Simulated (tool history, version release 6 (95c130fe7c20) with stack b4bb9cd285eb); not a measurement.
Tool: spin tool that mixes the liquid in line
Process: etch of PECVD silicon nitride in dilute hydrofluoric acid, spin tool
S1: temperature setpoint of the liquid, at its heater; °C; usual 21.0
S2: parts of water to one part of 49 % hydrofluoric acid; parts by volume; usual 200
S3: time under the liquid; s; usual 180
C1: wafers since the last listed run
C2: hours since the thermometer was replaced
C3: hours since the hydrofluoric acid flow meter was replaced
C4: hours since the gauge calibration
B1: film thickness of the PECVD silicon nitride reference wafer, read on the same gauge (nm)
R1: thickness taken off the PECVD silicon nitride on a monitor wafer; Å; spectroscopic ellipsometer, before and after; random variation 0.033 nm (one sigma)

Run 1, hour 0.0: usual settings; C1 0; C2 1364.0; C3 1539.4; C4 944.3; B1 49.983. Result: R1 16.07 Å.
Run 2, hour 63.5: usual settings; C1 296; C2 1427.5; C3 1602.9; C4 1007.8; B1 49.984. Result: R1 15.19 Å.
At hour 241.8: gauge calibrated.
Run 3, hour 261.0: usual settings; C1 922; C2 1625.0; C3 1800.4; C4 19.2; B1 50.000. Result: R1 15.40 Å.
Run 4, hour 329.0: usual settings; C1 317; C2 1693.0; C3 1868.4; C4 87.2; B1 49.990. Result: R1 16.22 Å.
Run 5, hour 390.1: usual settings; C1 285; C2 1754.1; C3 1929.5; C4 148.3; B1 50.014. Result: R1 15.60 Å.
Run 6, hour 565.0: usual settings; C1 817; C2 1929.0; C3 2104.4; C4 323.2; B1 50.019. Result: R1 15.65 Å.
Run 7, hour 601.4: usual settings but S2 250 parts by volume, S3 125 s; C1 170; C2 1965.4; C3 2140.8; C4 359.6; B1 50.004. Result: R1 8.95 Å.
Run 8, hour 662.3: usual settings but S2 250 parts by volume, S3 125 s; C1 284; C2 2026.3; C3 2201.7; C4 420.5; B1 50.009. Result: R1 8.58 Å.
Run 9, hour 722.8: usual settings; C1 282; C2 2086.8; C3 2262.2; C4 481.0; B1 50.007. Result: R1 15.53 Å.
Run 10, hour 788.0: usual settings; C1 304; C2 2152.0; C3 2327.4; C4 546.2; B1 49.993. Result: R1 15.56 Å.
Run 11, hour 823.7: usual settings; C1 166; C2 2187.7; C3 2363.1; C4 581.9; B1 49.957. Result: R1 15.45 Å.
Run 12, hour 867.9: usual settings; C1 206; C2 2231.9; C3 2407.3; C4 626.1; B1 49.975. Result: R1 15.66 Å.
Run 13, hour 930.0: usual settings; C1 290; C2 2294.0; C3 2469.4; C4 688.2; B1 49.992. Result: R1 15.46 Å.
Run 14, hour 1082.6: usual settings but S1 17.0 °C, S3 275 s; C1 712; C2 2446.6; C3 2622.0; C4 840.8; B1 50.015. Result: R1 17.71 Å.
Run 15, hour 1119.3: usual settings; C1 171; C2 2483.3; C3 2658.7; C4 877.5; B1 49.956. Result: R1 15.31 Å.
At hour 1132.0: hydrofluoric acid flow meter replaced.
Run 16, hour 1149.5: usual settings but S1 17.5 °C; C1 136; C2 2513.5; C3 17.5; C4 907.7; B1 49.976. Result: R1 13.22 Å.
Run 17, hour 1211.1: usual settings but S3 220 s; C1 287; C2 2575.1; C3 79.1; C4 969.3; B1 50.021. Result: R1 20.35 Å.
At hour 1317.7: gauge calibrated.
Run 18, hour 1375.5: usual settings; C1 768; C2 2739.5; C3 243.5; C4 57.8; B1 49.975. Result: R1 17.52 Å.
At hour 1388.4: thermometer replaced.
Run 19, hour 1427.0: usual settings but S1 17.5 °C, S3 240 s; C1 235; C2 38.6; C3 295.0; C4 109.3; B1 49.974. Result: R1 17.76 Å.
Run 20, hour 1481.8: usual settings but S2 255 parts by volume; C1 256; C2 93.4; C3 349.8; C4 164.1; B1 50.055. Result: R1 12.98 Å.
Run 21, hour 1549.2: usual settings but S1 25.0 °C, S2 285 parts by volume, S3 210 s; C1 314; C2 160.8; C3 417.2; C4 231.5; B1 50.052. Result: R1 17.77 Å.
Run 22, hour 1577.2: usual settings but S1 19.5 °C, S2 235 parts by volume, S3 90 s; C1 130; C2 188.8; C3 445.2; C4 259.5; B1 50.000. Result: R1 6.33 Å.
Run 23, hour 1617.2: usual settings but S2 150 parts by volume, S3 240 s; C1 186; C2 228.8; C3 485.2; C4 299.5; B1 50.052. Result: R1 28.08 Å.
Run 24, hour 1650.7: usual settings but S1 24.5 °C, S2 155 parts by volume, S3 280 s; C1 156; C2 262.3; C3 518.7; C4 333.0; B1 50.051. Result: R1 41.51 Å.
Run 25, hour 1688.2: usual settings but S3 100 s; C1 175; C2 299.8; C3 556.2; C4 370.5; B1 50.042. Result: R1 9.21 Å.
Run 26, hour 1730.2: usual settings; C1 196; C2 341.8; C3 598.2; C4 412.5; B1 50.049. Result: R1 16.29 Å.
Run 27, hour 1897.1: usual settings but S1 17.5 °C, S2 170 parts by volume, S3 280 s; C1 779; C2 508.7; C3 765.1; C4 579.4; B1 50.023. Result: R1 23.78 Å.

5 ways to go on from here, each from the tool as it stands after run 27. What would each give?
Run A, hour 1897.6: usual settings but S3 90 s; C1 2; C2 509.2; C3 765.6; C4 579.9; B1 ?. Result: R1 ?.
Run B, hour 1897.6: usual settings but S1 17.0 °C, S2 265 parts by volume; C1 2; C2 509.2; C3 765.6; C4 579.9; B1 ?. Result: R1 ?.
Run C, hour 1897.6: usual settings but S1 19.0 °C, S3 95 s; C1 2; C2 509.2; C3 765.6; C4 579.9; B1 ?. Result: R1 ?.
Run D, hour 1897.6: usual settings but S1 19.0 °C; C1 2; C2 509.2; C3 765.6; C4 579.9; B1 ?. Result: R1 ?.
Run E, hour 1897.6: usual settings but S1 22.5 °C, S2 125 parts by volume, S3 130 s; C1 2; C2 509.2; C3 765.6; C4 579.9; B1 ?. Result: R1 ?.

run      B1     R1
  A  50.008   8.21
  B  50.008   9.64
  C  50.008   7.60
  D  50.008  14.40
  E  50.008  20.72
Without the tool's hidden state the same runs would have given:
run     R1
  A   8.78
  B  10.29
  C   8.12
  D  15.39
  E  22.17
